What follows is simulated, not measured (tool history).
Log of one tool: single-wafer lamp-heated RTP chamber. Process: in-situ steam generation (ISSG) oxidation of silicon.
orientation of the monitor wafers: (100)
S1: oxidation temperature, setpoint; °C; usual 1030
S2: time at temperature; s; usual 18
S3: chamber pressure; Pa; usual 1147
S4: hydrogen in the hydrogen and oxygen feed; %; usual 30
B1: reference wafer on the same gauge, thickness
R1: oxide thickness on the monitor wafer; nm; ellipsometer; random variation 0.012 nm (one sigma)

{"run": 1, "hour": 0.0, "S1": 1030, "S2": 18, "S3": 1147, "S4": 30, "B1": 5.6, "R1": 5.387}
{"run": 2, "hour": 109.2, "S1": 1030, "S2": 18, "S3": 1147, "S4": 30, "B1": 5.597, "R1": 5.384}
{"run": 3, "hour": 153.1, "S1": 1030, "S2": 18, "S3": 1147, "S4": 30, "B1": 5.599, "R1": 5.388}
{"hour": 185.2, "done": "pyrometer window cleaned and pyrometer calibrated"}
{"run": 4, "hour": 211.0, "S1": 1030, "S2": 23, "S3": 1027, "S4": 30, "B1": 5.598, "R1": 6.108}
{"run": 5, "hour": 244.8, "S1": 1030, "S2": 23, "S3": 1027, "S4": 30, "B1": 5.602, "R1": 6.108}
{"run": 6, "hour": 311.4, "S1": 1030, "S2": 23, "S3": 1027, "S4": 30, "B1": 5.601, "R1": 6.135}
{"run": 7, "hour": 373.8, "S1": 1030, "S2": 18, "S3": 1147, "S4": 30, "B1": 5.6, "R1": 5.396}
{"run": 8, "hour": 402.2, "S1": 1030, "S2": 18, "S3": 1147, "S4": 30, "B1": 5.602, "R1": 5.386}
{"hour": 463.1, "done": "hydrogen flow controller replaced"}
{"run": 9, "hour": 473.8, "S1": 1023, "S2": 18, "S3": 1147, "S4": 30, "B1": 5.6, "R1": 5.215}
{"hour": 504.2, "done": "pressure gauge zeroed"}
{"run": 10, "hour": 538.5, "S1": 1023, "S2": 18, "S3": 1147, "S4": 30, "B1": 5.6, "R1": 5.215}
{"hour": 552.0, "done": "gauge calibrated"}
{"run": 11, "hour": 582.6, "S1": 1023, "S2": 18, "S3": 1147, "S4": 30, "B1": 5.599, "R1": 5.207}
{"hour": 595.8, "done": "pyrometer window cleaned and pyrometer calibrated"}
{"run": 12, "hour": 621.1, "S1": 1030, "S2": 18, "S3": 1027, "S4": 30, "B1": 5.6, "R1": 5.438}
{"run": 13, "hour": 665.2, "S1": 1030, "S2": 18, "S3": 1147, "S4": 30, "B1": 5.6, "R1": 5.388}
{"run": 14, "hour": 710.1, "S1": 1030, "S2": 18, "S3": 1320, "S4": 24, "B1": 5.598, "R1": 4.988}
{"run": 15, "hour": 745.4, "S1": 1040, "S2": 25, "S3": 1000, "S4": 25, "B1": 5.601, "R1": 6.406}
{"run": 16, "hour": 787.4, "S1": 1030, "S2": 18, "S3": 1147, "S4": 30, "B1": 5.601, "R1": 5.387}
{"run": 17, "hour": 820.5, "S1": 1030, "S2": 18, "S3": 1280, "S4": 24, "B1": 5.603, "R1": 5.038}
{"run": 18, "hour": 868.6, "S1": 1030, "S2": 18, "S3": 1147, "S4": 30, "B1": 5.596, "R1": 5.396}
{"run": 19, "hour": 907.7, "S1": 1030, "S2": 18, "S3": 1147, "S4": 30, "B1": 5.598, "R1": 5.393}
{"hour": 923.1, "done": "pyrometer window cleaned and pyrometer calibrated"}
{"run": 20, "hour": 934.9, "S1": 1020, "S2": 18, "S3": 1253, "S4": 30, "B1": 5.601, "R1": 5.073}
{"run": 21, "hour": 960.8, "S1": 1030, "S2": 23, "S3": 1027, "S4": 30, "B1": 5.601, "R1": 6.115}
{"run": 22, "hour": 1032.0, "S1": 1018, "S2": 22, "S3": 1147, "S4": 30, "B1": 5.6, "R1": 5.6}
{"run": 23, "hour": 1062.8, "S1": 1038, "S2": 18, "S3": 1293, "S4": 30, "B1": 5.599, "R1": 5.469}
{"run": 24, "hour": 1130.2, "S1": 1030, "S2": 18, "S3": 1267, "S4": 30, "B1": 5.6, "R1": 5.311}
{"run": 25, "hour": 1156.6, "S1": 1030, "S2": 18, "S3": 1147, "S4": 30, "B1": 5.602, "R1": 5.396}
{"run": 26, "hour": 1199.4, "S1": 1030, "S2": 23, "S3": 1147, "S4": 30, "B1": 5.599, "R1": 6.077}

Forecast each of these 4 alternatives for the next run:
{"run": "A", "hour": 1199.8, "S1": 1030, "S2": 18, "S3": 1213, "S4": 30, "B1": "?", "R1": "?"}
{"run": "B", "hour": 1199.8, "S1": 1042, "S2": 18, "S3": 1147, "S4": 30, "B1": "?", "R1": "?"}
{"run": "C", "hour": 1199.8, "S1": 1030, "S2": 18, "S3": 1147, "S4": 22, "B1": "?", "R1": "?"}
{"run": "D", "hour": 1199.8, "S1": 1030, "S2": 14, "S3": 1147, "S4": 30, "B1": "?", "R1": "?"}

run=A B1=5.597 R1=5.326
run=B B1=5.597 R1=5.696
run=C B1=5.597 R1=4.975
run=D B1=5.597 R1=4.768
Without the tool's hidden state the same runs would have given:
run=A R1=5.326
run=B R1=5.696
run=C R1=4.975
run=D R1=4.768
